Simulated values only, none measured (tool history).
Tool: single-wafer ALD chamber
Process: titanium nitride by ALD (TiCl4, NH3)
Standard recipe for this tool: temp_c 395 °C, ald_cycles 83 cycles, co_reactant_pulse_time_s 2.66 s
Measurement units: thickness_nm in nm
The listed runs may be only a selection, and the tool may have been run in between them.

run,hour,temp_c,ald_cycles,co_reactant_pulse_time_s,"read-back reference wafer on the same gauge, thickness_nm",thickness_nm
1,0,395,83,2.66,2.155,2.086
2,13,395,83,2.66,2.156,2.082
3,29.3,403,83,2.66,2.159,2.083
4,39.4,395,83,2.27,2.156,2.07
5,45.5,387,83,2.66,2.156,2.064
6,90.1,387,83,2.66,2.159,2.071
7,100.1,387,83,2.66,2.158,2.069
8,113.1,395,83,2.66,2.161,2.081
# hour 118.2: gauge calibrated
9,150.6,395,83,2.66,2.141,2.066
10,157.9,395,83,2.66,2.14,2.06
# hour 169.3: thermocouple changed; heater temperature recalibrated
11,171.8,395,83,2.66,2.146,2.064
12,183.7,395,83,2.66,2.145,2.077
13,200.5,395,83,3.09,2.147,2.088
# hour 221.4: showerhead replaced
14,221.9,395,83,2.66,2.148,2.074
15,234.5,385,73,1.86,2.15,1.782
16,248.2,395,83,2.66,2.154,2.075
17,254.6,388,99,3.27,2.155,2.484
18,264.9,395,83,2.66,2.152,2.084
19,279.3,381,67,2.06,2.154,1.645
20,289.4,395,77,2.66,2.155,1.93
21,297.5,399,92,2.36,2.158,2.31
22,304,384,76,2.99,2.156,1.896
23,311.3,395,98,3.12,2.156,2.47
24,339.9,387,83,2.66,2.161,2.071
25,346.2,385,88,3.54,2.161,2.212
26,361.1,395,83,2.66,2.157,2.084

Predict each of these 3 candidate next runs independently; none follows another, all start after run 26:
A,361.7,395,83,2.66,?,?
B,361.7,395,99,3.31,?,?
C,361.7,395,91,2.66,?,?

run,"read-back reference wafer on the same gauge, thickness_nm",thickness_nm
A,2.158,2.084
B,2.158,2.503
C,2.158,2.285
Had the tool no hidden state, the same runs would have come out as:
run,thickness_nm
A,2.056
B,2.47
C,2.255
